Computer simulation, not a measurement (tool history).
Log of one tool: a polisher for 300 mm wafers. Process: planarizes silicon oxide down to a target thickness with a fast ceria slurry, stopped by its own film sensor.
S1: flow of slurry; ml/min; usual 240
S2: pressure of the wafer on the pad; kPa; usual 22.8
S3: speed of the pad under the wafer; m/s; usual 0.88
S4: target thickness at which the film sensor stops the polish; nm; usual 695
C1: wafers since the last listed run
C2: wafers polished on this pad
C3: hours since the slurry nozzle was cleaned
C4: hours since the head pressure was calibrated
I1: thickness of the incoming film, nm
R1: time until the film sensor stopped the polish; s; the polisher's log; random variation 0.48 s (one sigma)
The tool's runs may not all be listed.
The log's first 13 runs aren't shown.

| run | hour | S1 | S2 | S3 | S4 | C1 | C2 | C3 | C4 | I1 | R1 |
|---|---|---|---|---|---|---|---|---|---|---|---|
|  | 880.5 | head pressure recalibrated |
| 14 | 970.6 | 240 | 22.8 | 0.88 | 695 | 1258 | 2643 | 312.3 | 90.1 | 1467.7 | 36.4 |
| 15 | 1048.4 | 240 | 22.8 | 0.88 | 695 | 946 | 3590 | 390.1 | 167.9 | 1450.2 | 36.3 |
| 16 | 1091 | 240 | 22.8 | 1.08 | 695 | 518 | 4109 | 432.7 | 210.5 | 1466.6 | 32.9 |
|  | 1146.4 | worn pad replaced by a new one |
| 17 | 1149.7 | 240 | 22.8 | 0.88 | 695 | 665 | 40 | 491.4 | 269.2 | 1457.2 | 37 |
| 18 | 1186.5 | 290 | 22.8 | 0.88 | 927 | 447 | 488 | 528.2 | 306 | 1449.6 | 25.3 |
|  | 1233.1 | slurry nozzle cleaned |
| 19 | 1266.5 | 170 | 26.2 | 0.88 | 695 | 961 | 1449 | 33.4 | 386 | 1450 | 33.5 |
|  | 1345.5 | head pressure recalibrated, repeated, since the last time left the tool worse |
| 20 | 1357.8 | 240 | 22.8 | 0.88 | 695 | 1086 | 2536 | 124.7 | 12.3 | 1441.4 | 40 |
| 21 | 1396.8 | 180 | 26.9 | 1.02 | 524 | 474 | 3011 | 163.7 | 51.3 | 1441.9 | 38 |
| 22 | 1476.3 | 170 | 15.9 | 0.88 | 695 | 967 | 3978 | 243.2 | 130.8 | 1430.3 | 58.2 |
|  | 1519.3 | worn pad replaced by a new one |
| 23 | 1563.1 | 240 | 22.8 | 0.88 | 695 | 1007 | 533 | 330 | 217.6 | 1443 | 39.8 |
| 24 | 1657 | 210 | 17.2 | 0.66 | 695 | 1142 | 1676 | 423.9 | 311.5 | 1454.4 | 65.6 |
| 25 | 1695.4 | 240 | 22.8 | 0.88 | 695 | 467 | 2143 | 462.3 | 349.9 | 1458.7 | 41.7 |
| 26 | 1783.2 | 285 | 22.8 | 0.88 | 695 | 1068 | 3212 | 550.1 | 437.7 | 1443.2 | 40.3 |
|  | 1789.4 | slurry nozzle cleaned |
| 27 | 1880.3 | 240 | 22.8 | 0.88 | 695 | 1169 | 4382 | 90.9 | 534.8 | 1449.8 | 41.8 |
|  | 1923.2 | worn pad replaced by a new one |
| 28 | 1945 | 240 | 22.8 | 1.04 | 695 | 738 | 265 | 155.6 | 599.5 | 1466.8 | 37.7 |
| 29 | 2004.6 | 160 | 16.5 | 0.96 | 695 | 725 | 990 | 215.2 | 659.1 | 1479.3 | 57.5 |
| 30 | 2093.4 | 310 | 22.8 | 0.88 | 695 | 1080 | 2071 | 304 | 747.9 | 1461 | 41 |
| 31 | 2134.1 | 240 | 22.8 | 0.88 | 695 | 495 | 2567 | 344.7 | 788.6 | 1452.4 | 41.7 |

3 ways to go on from here, each from the tool as it stands after run 31. What would each give?
| A | 2134.5 | 240 | 22.8 | 0.88 | 695 | 4 | 2572 | 345.1 | 789 | 1471.1 | ? |
| B | 2134.5 | 240 | 15.9 | 0.66 | 499 | 4 | 2572 | 345.1 | 789 | 1471.1 | ? |
| C | 2134.5 | 160 | 22.8 | 0.88 | 485 | 4 | 2572 | 345.1 | 789 | 1471.1 | ? |

| run | R1 |
|---|---|
| A | 42.1 |
| B | 91.8 |
| C | 55.2 |
Without the tool's hidden state the same runs would have given:
| run | R1 |
|---|---|
| A | 40.5 |
| B | 88.2 |
| C | 53 |
